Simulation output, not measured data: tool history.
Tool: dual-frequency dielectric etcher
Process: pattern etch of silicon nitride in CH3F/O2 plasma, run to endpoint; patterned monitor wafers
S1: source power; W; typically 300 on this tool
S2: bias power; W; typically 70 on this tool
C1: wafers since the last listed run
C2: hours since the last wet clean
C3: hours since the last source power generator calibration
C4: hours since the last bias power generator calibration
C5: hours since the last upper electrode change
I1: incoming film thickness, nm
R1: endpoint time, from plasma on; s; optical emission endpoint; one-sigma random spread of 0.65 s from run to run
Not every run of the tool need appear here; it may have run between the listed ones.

run 1 hour=0 | S1=260 S2=70 | C1=0 C2=422.9 C3=2372.3 C4=2541.9 C5=2732.8 | I1=94.8 | R1=143.3
run 2 hour=15 | S1=260 S2=70 | C1=96 C2=437.9 C3=2387.3 C4=2556.9 C5=2747.8 | I1=94.2 | R1=141.3
run 3 hour=26.4 | S1=270 S2=70 | C1=73 C2=449.3 C3=2398.7 C4=2568.3 C5=2759.2 | I1=94.2 | R1=140
run 4 hour=37 | S1=270 S2=70 | C1=68 C2=459.9 C3=2409.3 C4=2578.9 C5=2769.8 | I1=94.8 | R1=139.8
run 5 hour=47.9 | S1=300 S2=70 | C1=70 C2=470.8 C3=2420.2 C4=2589.8 C5=2780.7 | I1=94.5 | R1=135.7
run 6 hour=55.2 | S1=300 S2=70 | C1=46 C2=478.1 C3=2427.5 C4=2597.1 C5=2788 | I1=94.3 | R1=135.4
run 7 hour=71.3 | S1=300 S2=62 | C1=103 C2=494.2 C3=2443.6 C4=2613.2 C5=2804.1 | I1=94.5 | R1=141.1
-- hour=99.7 wet clean of the chamber
run 8 hour=100.2 | S1=300 S2=62 | C1=31 C2=0.5 C3=2472.5 C4=2642.1 C5=2833 | I1=95 | R1=137
run 9 hour=100.6 | S1=300 S2=62 | C1=2 C2=0.9 C3=2472.9 C4=2642.5 C5=2833.4 | I1=95.1 | R1=135.6
-- hour=105.3 bias power generator calibrated
run 10 hour=108.2 | S1=300 S2=70 | C1=23 C2=8.5 C3=2480.5 C4=2.9 C5=2841 | I1=94.1 | R1=130
run 11 hour=116.6 | S1=300 S2=77 | C1=54 C2=16.9 C3=2488.9 C4=11.3 C5=2849.4 | I1=94.7 | R1=127.8
run 12 hour=132.9 | S1=280 S2=70 | C1=104 C2=33.2 C3=2505.2 C4=27.6 C5=2865.7 | I1=94.3 | R1=134
run 13 hour=141.9 | S1=300 S2=70 | C1=57 C2=42.2 C3=2514.2 C4=36.6 C5=2874.7 | I1=94.4 | R1=131.1
-- hour=168.3 upper electrode replaced
run 14 hour=168.8 | S1=300 S2=70 | C1=18 C2=69.1 C3=2541.1 C4=63.5 C5=0.5 | I1=93.6 | R1=130.4
run 15 hour=169.2 | S1=380 S2=59 | C1=2 C2=69.5 C3=2541.5 C4=63.9 C5=0.9 | I1=95.2 | R1=128.5
-- hour=184 source power generator calibrated
run 16 hour=184.5 | S1=360 S2=70 | C1=72 C2=84.8 C3=0.5 C4=79.2 C5=16.2 | I1=95.2 | R1=125.3
run 17 hour=197 | S1=280 S2=79 | C1=80 C2=97.3 C3=13 C4=91.7 C5=28.7 | I1=94.4 | R1=130
run 18 hour=209 | S1=380 S2=70 | C1=77 C2=109.3 C3=25 C4=103.7 C5=40.7 | I1=93.7 | R1=121.6
run 19 hour=225.3 | S1=300 S2=70 | C1=104 C2=125.6 C3=41.3 C4=120 C5=57 | I1=95.4 | R1=133.7
run 20 hour=234.2 | S1=300 S2=81 | C1=57 C2=134.5 C3=50.2 C4=128.9 C5=65.9 | I1=94.6 | R1=125.9
run 21 hour=251.9 | S1=300 S2=84 | C1=113 C2=152.2 C3=67.9 C4=146.6 C5=83.6 | I1=94.2 | R1=125.5
run 22 hour=259.2 | S1=230 S2=70 | C1=46 C2=159.5 C3=75.2 C4=153.9 C5=90.9 | I1=94.6 | R1=144.2

Consider 4 possible next runs. They are alternatives, not a sequence: every one starts from the tool as it was left by run 22. What does each give?
run A hour=259.7 | S1=300 S2=70 | C1=3 C2=160 C3=75.7 C4=154.4 C5=91.4 | I1=94.8 | R1=?
run B hour=259.7 | S1=240 S2=80 | C1=3 C2=160 C3=75.7 C4=154.4 C5=91.4 | I1=94.8 | R1=?
run C hour=259.7 | S1=360 S2=64 | C1=3 C2=160 C3=75.7 C4=154.4 C5=91.4 | I1=94.8 | R1=?
run D hour=259.7 | S1=370 S2=62 | C1=3 C2=160 C3=75.7 C4=154.4 C5=91.4 | I1=94.8 | R1=?

run=A R1=133.7
run=B R1=138
run=C R1=129
run=D R1=129
Without the tool's hidden state the same runs would have given:
run=A R1=131.2
run=B R1=135.4
run=C R1=126.6
run=D R1=126.5
